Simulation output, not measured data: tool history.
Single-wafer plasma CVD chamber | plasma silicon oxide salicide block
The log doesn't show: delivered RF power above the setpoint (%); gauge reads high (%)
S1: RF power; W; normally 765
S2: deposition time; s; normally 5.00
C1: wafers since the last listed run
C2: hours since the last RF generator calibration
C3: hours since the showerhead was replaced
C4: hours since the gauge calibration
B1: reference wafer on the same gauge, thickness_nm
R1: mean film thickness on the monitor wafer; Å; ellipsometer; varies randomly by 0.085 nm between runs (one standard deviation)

run     day   S1    S2   C1      C2      C3     C4      B1      R1
  1   0.000  765  5.00    0  2072.7  8508.4  153.7  62.780  571.46
  2   1.433  765  5.00  828  2107.1  8542.8  188.1  62.831  572.19
  3   2.121  765  5.00  397  2123.6  8559.3  204.6  62.880  570.96
  4   2.988  765  5.00  500  2144.4  8580.1  225.4  62.919  572.72
  5   3.854  765  5.00  500  2165.2  8600.9  246.2  62.950  572.10
  6   5.221  765  5.00  789  2198.0  8633.7  279.0  63.007  573.69
      5.550  -- gauge calibrated
      6.504  -- showerhead replaced
  7   6.525  765  5.00  561  2229.3     0.5   23.4  62.249  565.57
  8   7.346  815  5.67  474  2249.0    20.2   43.1  62.258  656.47
  9   8.454  765  5.00  640  2275.6    46.8   69.7  62.343  567.40
      9.079  -- RF generator calibrated
 10   9.142  675  5.96  204     1.5    63.3   86.2  62.373  646.99
 11   9.700  635  5.84  322    14.9    76.7   99.6  62.453  621.69
 12  10.442  645  4.04  428    32.7    94.5  117.4  62.456  431.65
 13  11.562  830  4.12  647    59.6   121.4  144.3  62.484  483.12
 14  12.333  890  5.41  445    78.1   139.9  162.8  62.579  649.08

Forecast each of these 4 alternatives for the next run:
  A  12.350  805  5.00   9  78.5  140.3  163.2   ?   ?
  B  12.350  765  4.18   9  78.5  140.3  163.2   ?   ?
  C  12.350  895  5.26   9  78.5  140.3  163.2   ?   ?
  D  12.350  880  5.26   9  78.5  140.3  163.2   ?   ?

run      B1      R1
  A  62.539  581.16
  B  62.539  477.23
  C  62.539  634.26
  D  62.539  630.58
Without the tool's unlogged condition, the same runs would have read:
run      R1
  A  578.71
  B  475.22
  C  631.59
  D  627.92
